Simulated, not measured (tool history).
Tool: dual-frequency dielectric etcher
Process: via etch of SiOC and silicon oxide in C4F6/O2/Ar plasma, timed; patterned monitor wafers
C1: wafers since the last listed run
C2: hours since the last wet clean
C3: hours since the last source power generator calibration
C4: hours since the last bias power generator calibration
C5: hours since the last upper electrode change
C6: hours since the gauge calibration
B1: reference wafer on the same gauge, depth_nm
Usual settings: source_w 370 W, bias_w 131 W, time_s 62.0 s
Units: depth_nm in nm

Run 1, hour 0.0: usual settings but source_w 420 W; C1 0; C2 81.4; C3 1459.8; C4 55.4; C5 3202.4; C6 311.8; B1 59.2. Result: depth_nm 62.9 nm.
Run 2, hour 14.2: usual settings but bias_w 151 W, time_s 52.5 s; C1 138; C2 95.6; C3 1474.0; C4 69.6; C5 3216.6; C6 326.0; B1 59.2. Result: depth_nm 51.9 nm.
Run 3, hour 32.0: usual settings but time_s 66.5 s; C1 173; C2 113.4; C3 1491.8; C4 87.4; C5 3234.4; C6 343.8; B1 59.2. Result: depth_nm 64.6 nm.
Run 4, hour 46.0: usual settings but time_s 66.5 s; C1 136; C2 127.4; C3 1505.8; C4 101.4; C5 3248.4; C6 357.8; B1 59.3. Result: depth_nm 64.5 nm.
Run 5, hour 59.4: usual settings but source_w 340 W, bias_w 147 W, time_s 44.0 s; C1 130; C2 140.8; C3 1519.2; C4 114.8; C5 3261.8; C6 371.2; B1 59.2. Result: depth_nm 42.0 nm.
Run 6, hour 76.2: usual settings; C1 163; C2 157.6; C3 1536.0; C4 131.6; C5 3278.6; C6 388.0; B1 59.2. Result: depth_nm 59.7 nm.
Run 7, hour 89.2: usual settings; C1 126; C2 170.6; C3 1549.0; C4 144.6; C5 3291.6; C6 401.0; B1 59.2. Result: depth_nm 59.0 nm.
Run 8, hour 95.7: usual settings but source_w 400 W, time_s 56.5 s; C1 63; C2 177.1; C3 1555.5; C4 151.1; C5 3298.1; C6 407.5; B1 59.1. Result: depth_nm 55.2 nm.
Run 9, hour 104.7: usual settings but source_w 400 W, bias_w 122 W; C1 87; C2 186.1; C3 1564.5; C4 160.1; C5 3307.1; C6 416.5; B1 59.3. Result: depth_nm 60.2 nm.
At hour 130.4: upper electrode replaced, of another model than before.
Run 10, hour 130.9: usual settings but source_w 420 W; C1 21; C2 212.3; C3 1590.7; C4 186.3; C5 0.5; C6 442.7; B1 59.1. Result: depth_nm 61.4 nm.
Run 11, hour 134.0: usual settings but source_w 290 W, time_s 54.0 s; C1 30; C2 215.4; C3 1593.8; C4 189.4; C5 3.6; C6 445.8; B1 59.2. Result: depth_nm 48.8 nm.
Run 12, hour 147.4: usual settings but source_w 400 W, bias_w 108 W; C1 130; C2 228.8; C3 1607.2; C4 202.8; C5 17.0; C6 459.2; B1 59.1. Result: depth_nm 57.7 nm.
Run 13, hour 163.4: usual settings; C1 156; C2 244.8; C3 1623.2; C4 218.8; C5 33.0; C6 475.2; B1 59.3. Result: depth_nm 58.8 nm.
At hour 165.5: gauge calibrated.
Run 14, hour 169.5: usual settings; C1 59; C2 250.9; C3 1629.3; C4 224.9; C5 39.1; C6 4.0; B1 59.2. Result: depth_nm 58.2 nm.
At hour 174.4: source power generator calibrated.
Run 15, hour 184.9: usual settings but bias_w 99 W; C1 111; C2 266.3; C3 10.5; C4 240.3; C5 54.5; C6 19.4; B1 59.2. Result: depth_nm 55.0 nm.
Run 16, hour 199.3: usual settings but time_s 52.5 s; C1 140; C2 280.7; C3 24.9; C4 254.7; C5 68.9; C6 33.8; B1 59.3. Result: depth_nm 50.2 nm.
Run 17, hour 215.3: usual settings but source_w 420 W, bias_w 145 W, time_s 48.5 s; C1 156; C2 296.7; C3 40.9; C4 270.7; C5 84.9; C6 49.8; B1 59.3. Result: depth_nm 48.0 nm.
Run 18, hour 224.7: usual settings but source_w 410 W, bias_w 99 W, time_s 71.0 s; C1 91; C2 306.1; C3 50.3; C4 280.1; C5 94.3; C6 59.2; B1 59.2. Result: depth_nm 64.8 nm.
Run 19, hour 234.2: usual settings but source_w 330 W; C1 92; C2 315.6; C3 59.8; C4 289.6; C5 103.8; C6 68.7; B1 59.2. Result: depth_nm 56.5 nm.
Run 20, hour 240.9: usual settings but source_w 410 W, bias_w 122 W, time_s 70.0 s; C1 65; C2 322.3; C3 66.5; C4 296.3; C5 110.5; C6 75.4; B1 59.2. Result: depth_nm 65.6 nm.
Run 21, hour 288.8: usual settings; C1 467; C2 370.2; C3 114.4; C4 344.2; C5 158.4; C6 123.3; B1 59.2. Result: depth_nm 57.2 nm.
Run 22, hour 295.2: usual settings but source_w 330 W, bias_w 104 W; C1 62; C2 376.6; C3 120.8; C4 350.6; C5 164.8; C6 129.7; B1 59.1. Result: depth_nm 53.4 nm.
Run 23, hour 303.7: usual settings; C1 82; C2 385.1; C3 129.3; C4 359.1; C5 173.3; C6 138.2; B1 59.3. Result: depth_nm 58.2 nm.
At hour 328.8: wet clean of the chamber.
Run 24, hour 329.3: usual settings but source_w 410 W, bias_w 147 W, time_s 77.0 s; C1 15; C2 0.5; C3 154.9; C4 384.7; C5 198.9; C6 163.8; B1 59.3. Result: depth_nm 81.9 nm.
Run 25, hour 335.3: usual settings but time_s 53.5 s; C1 58; C2 6.5; C3 160.9; C4 390.7; C5 204.9; C6 169.8; B1 59.3. Result: depth_nm 52.9 nm.
Run 26, hour 351.1: usual settings but source_w 390 W, bias_w 159 W, time_s 45.0 s; C1 154; C2 22.3; C3 176.7; C4 406.5; C5 220.7; C6 185.6; B1 59.2. Result: depth_nm 47.2 nm.
Run 27, hour 365.5: usual settings; C1 140; C2 36.7; C3 191.1; C4 420.9; C5 235.1; C6 200.0; B1 59.3. Result: depth_nm 61.8 nm.
Run 28, hour 382.2: usual settings but source_w 440 W, bias_w 146 W, time_s 77.5 s; C1 162; C2 53.4; C3 207.8; C4 437.6; C5 251.8; C6 216.7; B1 59.2. Result: depth_nm 82.9 nm.

The next listed run, before its measurement:
Run 29, hour 396.4: usual settings but source_w 430 W; C1 138; C2 67.6; C3 222.0; C4 451.8; C5 266.0; C6 230.9; B1 ?. Result: depth_nm ?.

{"run 29": {"B1": 59.2, "depth_nm": 63.6}}
Without the tool's hidden state the same run would have given depth_nm 63.5 nm.
